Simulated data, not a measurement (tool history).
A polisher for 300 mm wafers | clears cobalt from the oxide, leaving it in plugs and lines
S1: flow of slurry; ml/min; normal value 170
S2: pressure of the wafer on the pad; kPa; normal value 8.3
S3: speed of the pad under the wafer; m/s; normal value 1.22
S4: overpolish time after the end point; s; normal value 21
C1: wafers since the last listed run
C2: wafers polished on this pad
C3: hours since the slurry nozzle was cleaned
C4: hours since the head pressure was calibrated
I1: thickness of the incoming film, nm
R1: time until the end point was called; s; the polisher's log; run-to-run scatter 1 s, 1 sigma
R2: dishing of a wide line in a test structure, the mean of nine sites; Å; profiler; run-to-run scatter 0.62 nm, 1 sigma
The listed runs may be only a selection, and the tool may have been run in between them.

run 1 day=0 | S1=170 S2=8.3 S3=1.22 S4=21 | C1=0 C2=646 C3=162.2 C4=790 | I1=254.9 | R1=71.5 R2=402
run 2 day=0.308 | S1=170 S2=8.3 S3=1.22 S4=21 | C1=56 C2=702 C3=169.6 C4=797.4 | I1=247.8 | R1=68.3 R2=406
run 3 day=0.879 | S1=170 S2=8.3 S3=1.22 S4=21 | C1=104 C2=807 C3=183.3 C4=811.1 | I1=250 | R1=67.7 R2=407
run 4 day=1.421 | S1=170 S2=8.3 S3=1.22 S4=21 | C1=99 C2=906 C3=196.3 C4=824.1 | I1=249.4 | R1=67.1 R2=410
-- day=1.996 worn pad replaced by a new one
run 5 day=2.112 | S1=170 S2=8.3 S3=1.22 S4=21 | C1=96 C2=21 C3=212.9 C4=840.7 | I1=254.4 | R1=69.9 R2=408
run 6 day=2.392 | S1=200 S2=6.2 S3=1.22 S4=21 | C1=51 C2=72 C3=219.6 C4=847.4 | I1=245.4 | R1=86.8 R2=365
run 7 day=3 | S1=170 S2=6.2 S3=1.22 S4=21 | C1=111 C2=184 C3=234.2 C4=862 | I1=247.2 | R1=89.6 R2=354
run 8 day=3.671 | S1=170 S2=6.2 S3=1.22 S4=21 | C1=122 C2=306 C3=250.3 C4=878.1 | I1=249 | R1=88.9 R2=358
run 9 day=4.208 | S1=170 S2=6.2 S3=1.22 S4=21 | C1=98 C2=405 C3=263.2 C4=891 | I1=249.3 | R1=89.2 R2=361
run 10 day=4.6 | S1=170 S2=8.3 S3=1.22 S4=21 | C1=71 C2=477 C3=272.6 C4=900.4 | I1=246.5 | R1=68.5 R2=404
run 11 day=4.958 | S1=170 S2=8.3 S3=1.22 S4=21 | C1=65 C2=542 C3=281.2 C4=909 | I1=246.9 | R1=69.7 R2=402
-- day=5.533 head pressure recalibrated
run 12 day=5.554 | S1=170 S2=8.3 S3=1.22 S4=21 | C1=93 C2=636 C3=295.5 C4=0.5 | I1=248.4 | R1=67.9 R2=405
run 13 day=5.75 | S1=120 S2=9.7 S3=0.92 S4=21 | C1=35 C2=672 C3=300.2 C4=5.2 | I1=247.1 | R1=78.8 R2=384
run 14 day=6.179 | S1=170 S2=8.3 S3=1.22 S4=21 | C1=78 C2=750 C3=310.5 C4=15.5 | I1=253.2 | R1=70 R2=404
-- day=6.838 worn pad replaced by a new one
run 15 day=6.858 | S1=170 S2=8.3 S3=1.1 S4=15 | C1=93 C2=4 C3=326.8 C4=31.8 | I1=247 | R1=74.2 R2=328
run 16 day=7.2 | S1=170 S2=8.3 S3=0.9 S4=21 | C1=62 C2=66 C3=335 C4=40 | I1=245.5 | R1=87.7 R2=358
run 17 day=7.888 | S1=170 S2=8.3 S3=1.22 S4=21 | C1=125 C2=192 C3=351.5 C4=56.5 | I1=244.7 | R1=67 R2=396
run 18 day=8.592 | S1=170 S2=9.7 S3=1.22 S4=21 | C1=128 C2=321 C3=368.4 C4=73.4 | I1=252 | R1=60.2 R2=417
-- day=8.929 slurry nozzle cleaned
run 19 day=9.067 | S1=170 S2=8.3 S3=1.22 S4=21 | C1=79 C2=400 C3=3.3 C4=84.8 | I1=251.2 | R1=70 R2=411
run 20 day=9.55 | S1=170 S2=8.3 S3=1.22 S4=9 | C1=88 C2=489 C3=14.9 C4=96.4 | I1=249.9 | R1=70.2 R2=245
run 21 day=9.825 | S1=170 S2=8.3 S3=1.1 S4=26 | C1=50 C2=539 C3=21.5 C4=103 | I1=247.7 | R1=75 R2=416
run 22 day=10.571 | S1=170 S2=8.3 S3=1.22 S4=21 | C1=136 C2=675 C3=39.4 C4=120.9 | I1=252 | R1=69.5 R2=409
run 23 day=11.021 | S1=170 S2=8.3 S3=1.48 S4=21 | C1=82 C2=758 C3=50.2 C4=131.7 | I1=247.4 | R1=56.2 R2=445
run 24 day=11.738 | S1=205 S2=8.3 S3=1.22 S4=9 | C1=131 C2=889 C3=67.4 C4=148.9 | I1=246.3 | R1=66.2 R2=255
run 25 day=12.154 | S1=150 S2=6.9 S3=1.36 S4=11 | C1=76 C2=965 C3=77.4 C4=158.9 | I1=249.6 | R1=73.1 R2=268

Exercise: give the hidden state of the tool at every run:
removal rate lost through wear of the pad, %: 0 in every run
slurry flow missing at the pad, %: 0 in every run
deviation of the head's pressure from its setpoint, %: 0 in every run
